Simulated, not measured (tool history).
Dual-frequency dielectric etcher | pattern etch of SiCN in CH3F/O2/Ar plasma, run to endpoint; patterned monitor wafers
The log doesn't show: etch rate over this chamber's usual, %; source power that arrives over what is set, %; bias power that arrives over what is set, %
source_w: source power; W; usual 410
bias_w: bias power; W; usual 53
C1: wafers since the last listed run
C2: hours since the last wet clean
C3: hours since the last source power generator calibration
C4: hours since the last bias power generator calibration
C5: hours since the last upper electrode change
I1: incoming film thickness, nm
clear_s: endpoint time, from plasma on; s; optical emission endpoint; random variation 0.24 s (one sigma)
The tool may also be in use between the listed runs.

{"run": 1, "hour": 0.0, "source_w": 410, "bias_w": 53, "C1": 0, "C2": 380.1, "C3": 4049.4, "C4": 3988.2, "C5": 5264.5, "I1": 9.32, "clear_s": 29.0}
{"run": 2, "hour": 28.0, "source_w": 410, "bias_w": 53, "C1": 422, "C2": 408.1, "C3": 4077.4, "C4": 4016.2, "C5": 5292.5, "I1": 9.25, "clear_s": 28.5}
{"run": 3, "hour": 63.1, "source_w": 410, "bias_w": 53, "C1": 529, "C2": 443.2, "C3": 4112.5, "C4": 4051.3, "C5": 5327.6, "I1": 9.27, "clear_s": 29.0}
{"run": 4, "hour": 81.2, "source_w": 350, "bias_w": 53, "C1": 272, "C2": 461.3, "C3": 4130.6, "C4": 4069.4, "C5": 5345.7, "I1": 9.31, "clear_s": 30.2}
{"run": 5, "hour": 114.9, "source_w": 350, "bias_w": 53, "C1": 508, "C2": 495.0, "C3": 4164.3, "C4": 4103.1, "C5": 5379.4, "I1": 9.27, "clear_s": 29.9}
{"run": 6, "hour": 128.4, "source_w": 350, "bias_w": 53, "C1": 203, "C2": 508.5, "C3": 4177.8, "C4": 4116.6, "C5": 5392.9, "I1": 9.3, "clear_s": 30.4}
{"run": 7, "hour": 142.1, "source_w": 350, "bias_w": 50, "C1": 206, "C2": 522.2, "C3": 4191.5, "C4": 4130.3, "C5": 5406.6, "I1": 9.23, "clear_s": 30.5}
{"run": 8, "hour": 166.2, "source_w": 410, "bias_w": 53, "C1": 363, "C2": 546.3, "C3": 4215.6, "C4": 4154.4, "C5": 5430.7, "I1": 9.27, "clear_s": 28.5}
{"hour": 196.9, "done": "wet clean of the chamber"}
{"run": 9, "hour": 201.3, "source_w": 410, "bias_w": 53, "C1": 167, "C2": 4.4, "C3": 4250.7, "C4": 4189.5, "C5": 5465.8, "I1": 9.26, "clear_s": 28.4}
{"run": 10, "hour": 219.9, "source_w": 410, "bias_w": 53, "C1": 280, "C2": 23.0, "C3": 4269.3, "C4": 4208.1, "C5": 5484.4, "I1": 9.33, "clear_s": 28.5}
{"run": 11, "hour": 246.2, "source_w": 410, "bias_w": 53, "C1": 396, "C2": 49.3, "C3": 4295.6, "C4": 4234.4, "C5": 5510.7, "I1": 9.29, "clear_s": 28.7}
{"run": 12, "hour": 275.0, "source_w": 310, "bias_w": 41, "C1": 434, "C2": 78.1, "C3": 4324.4, "C4": 4263.2, "C5": 5539.5, "I1": 9.35, "clear_s": 33.7}
{"hour": 299.6, "done": "upper electrode replaced"}
{"run": 13, "hour": 300.1, "source_w": 360, "bias_w": 44, "C1": 16, "C2": 103.2, "C3": 4349.5, "C4": 4288.3, "C5": 0.5, "I1": 9.28, "clear_s": 31.2}
{"run": 14, "hour": 318.5, "source_w": 310, "bias_w": 45, "C1": 277, "C2": 121.6, "C3": 4367.9, "C4": 4306.7, "C5": 18.9, "I1": 9.34, "clear_s": 32.8}
{"run": 15, "hour": 338.1, "source_w": 480, "bias_w": 49, "C1": 295, "C2": 141.2, "C3": 4387.5, "C4": 4326.3, "C5": 38.5, "I1": 9.32, "clear_s": 27.9}
{"run": 16, "hour": 362.6, "source_w": 320, "bias_w": 58, "C1": 369, "C2": 165.7, "C3": 4412.0, "C4": 4350.8, "C5": 63.0, "I1": 9.44, "clear_s": 30.6}
{"run": 17, "hour": 393.0, "source_w": 340, "bias_w": 41, "C1": 458, "C2": 196.1, "C3": 4442.4, "C4": 4381.2, "C5": 93.4, "I1": 9.3, "clear_s": 32.6}
{"hour": 415.5, "done": "bias power generator calibrated"}
{"run": 18, "hour": 475.1, "source_w": 410, "bias_w": 53, "C1": 1177, "C2": 278.2, "C3": 4524.5, "C4": 59.6, "C5": 175.5, "I1": 9.16, "clear_s": 28.3}
{"hour": 479.1, "done": "source power generator calibrated"}
{"run": 19, "hour": 499.2, "source_w": 350, "bias_w": 45, "C1": 303, "C2": 302.3, "C3": 20.1, "C4": 83.7, "C5": 199.6, "I1": 9.4, "clear_s": 31.5}
{"run": 20, "hour": 535.1, "source_w": 370, "bias_w": 43, "C1": 541, "C2": 338.2, "C3": 56.0, "C4": 119.6, "C5": 235.5, "I1": 9.25, "clear_s": 30.8}
{"run": 21, "hour": 570.7, "source_w": 410, "bias_w": 53, "C1": 536, "C2": 373.8, "C3": 91.6, "C4": 155.2, "C5": 271.1, "I1": 9.4, "clear_s": 29.3}
{"run": 22, "hour": 594.6, "source_w": 370, "bias_w": 60, "C1": 360, "C2": 397.7, "C3": 115.5, "C4": 179.1, "C5": 295.0, "I1": 9.23, "clear_s": 28.4}
{"run": 23, "hour": 607.1, "source_w": 440, "bias_w": 44, "C1": 188, "C2": 410.2, "C3": 128.0, "C4": 191.6, "C5": 307.5, "I1": 9.22, "clear_s": 29.3}

Forecast each of these 4 alternatives for the next run:
{"run": "A", "hour": 607.5, "source_w": 410, "bias_w": 53, "C1": 6, "C2": 410.6, "C3": 128.4, "C4": 192.0, "C5": 307.9, "I1": 9.33, "clear_s": "?"}
{"run": "B", "hour": 607.5, "source_w": 510, "bias_w": 63, "C1": 6, "C2": 410.6, "C3": 128.4, "C4": 192.0, "C5": 307.9, "I1": 9.33, "clear_s": "?"}
{"run": "C", "hour": 607.5, "source_w": 450, "bias_w": 58, "C1": 6, "C2": 410.6, "C3": 128.4, "C4": 192.0, "C5": 307.9, "I1": 9.33, "clear_s": "?"}
{"run": "D", "hour": 607.5, "source_w": 480, "bias_w": 65, "C1": 6, "C2": 410.6, "C3": 128.4, "C4": 192.0, "C5": 307.9, "I1": 9.33, "clear_s": "?"}

run=A clear_s=29.0
run=B clear_s=25.8
run=C clear_s=27.5
run=D clear_s=26.1
Without the tool's hidden state the same runs would have given:
run=A clear_s=29.0
run=B clear_s=25.8
run=C clear_s=27.5
run=D clear_s=26.1
